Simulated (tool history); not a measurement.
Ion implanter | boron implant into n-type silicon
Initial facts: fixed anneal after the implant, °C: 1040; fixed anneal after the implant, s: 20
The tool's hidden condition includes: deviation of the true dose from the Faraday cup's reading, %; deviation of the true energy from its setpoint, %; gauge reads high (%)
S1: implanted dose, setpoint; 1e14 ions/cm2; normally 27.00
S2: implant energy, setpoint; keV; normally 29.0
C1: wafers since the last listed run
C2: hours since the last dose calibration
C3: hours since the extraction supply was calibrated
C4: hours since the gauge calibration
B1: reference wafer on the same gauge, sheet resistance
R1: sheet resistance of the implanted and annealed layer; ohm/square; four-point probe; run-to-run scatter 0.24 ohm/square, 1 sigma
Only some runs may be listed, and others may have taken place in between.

run    day     S1    S2   C1      C2      C3     C4     B1     R1
  1  0.000  27.00  33.0    0  1016.8  4092.9   34.1  45.69  45.32
  2  0.675  27.00  33.0  360  1033.0  4109.1   50.3  45.61  45.90
  3  1.229  27.00  33.0  296  1046.3  4122.4   63.6  45.60  45.22
  4  1.488  32.02  29.0  138  1052.5  4128.6   69.8  45.59  42.89
  5  2.042  32.02  29.0  296  1065.8  4141.9   83.1  45.57  43.07
  6  2.683  32.02  29.0  343  1081.2  4157.3   98.5  45.51  42.61
     3.658  -- Faraday cup replaced and dose calibrated
  7  3.679  22.70  29.0  354     0.5  4181.2  122.4  45.54  52.67
  8  3.900  22.70  29.0  118     5.8  4186.5  127.7  45.51  52.01
  9  4.333  22.70  29.0  231    16.2  4196.9  138.1  45.62  52.70
 10  4.767  22.82  37.0  231    26.6  4207.3  148.5  45.50  50.86
 11  5.350  19.96  33.0  311    40.6  4221.3  162.5  45.60  57.16
     5.912  -- extraction supply calibrated
 12  5.992  24.39  29.0  164    56.0     1.9  177.9  45.61  49.99
     6.338  -- gauge calibrated
 13  6.542  27.00  29.0  294    69.2    15.1    4.9  45.53  47.16
 14  7.062  27.00  33.0  278    81.7    27.6   17.4  45.58  45.21
 15  7.488  27.00  23.0  227    91.9    37.8   27.6  45.66  50.40
 16  8.008  23.73  22.5  278   104.4    50.3   40.1  45.58  54.25
 17  8.338  27.00  29.0  176   112.3    58.2   48.0  45.68  46.53
 18  8.883  20.86  29.0  291   125.4    71.3   61.1  45.62  55.68
 19  9.888  27.00  29.0  537   149.5    95.4   85.2  45.64  46.82

Take each entry between the runs: how does the hidden state at the last listed run before it differ from the hidden state at the first listed run after it?
Run 6 -> run 7: Faraday cup replaced and dose calibrated (day 3.658)
  both runs share identical hidden conditions
Run 11 -> run 12: extraction supply calibrated (day 5.912)
  both runs share identical hidden conditions
Run 12 -> run 13: gauge calibrated (day 6.338)
  both runs share identical hidden conditions
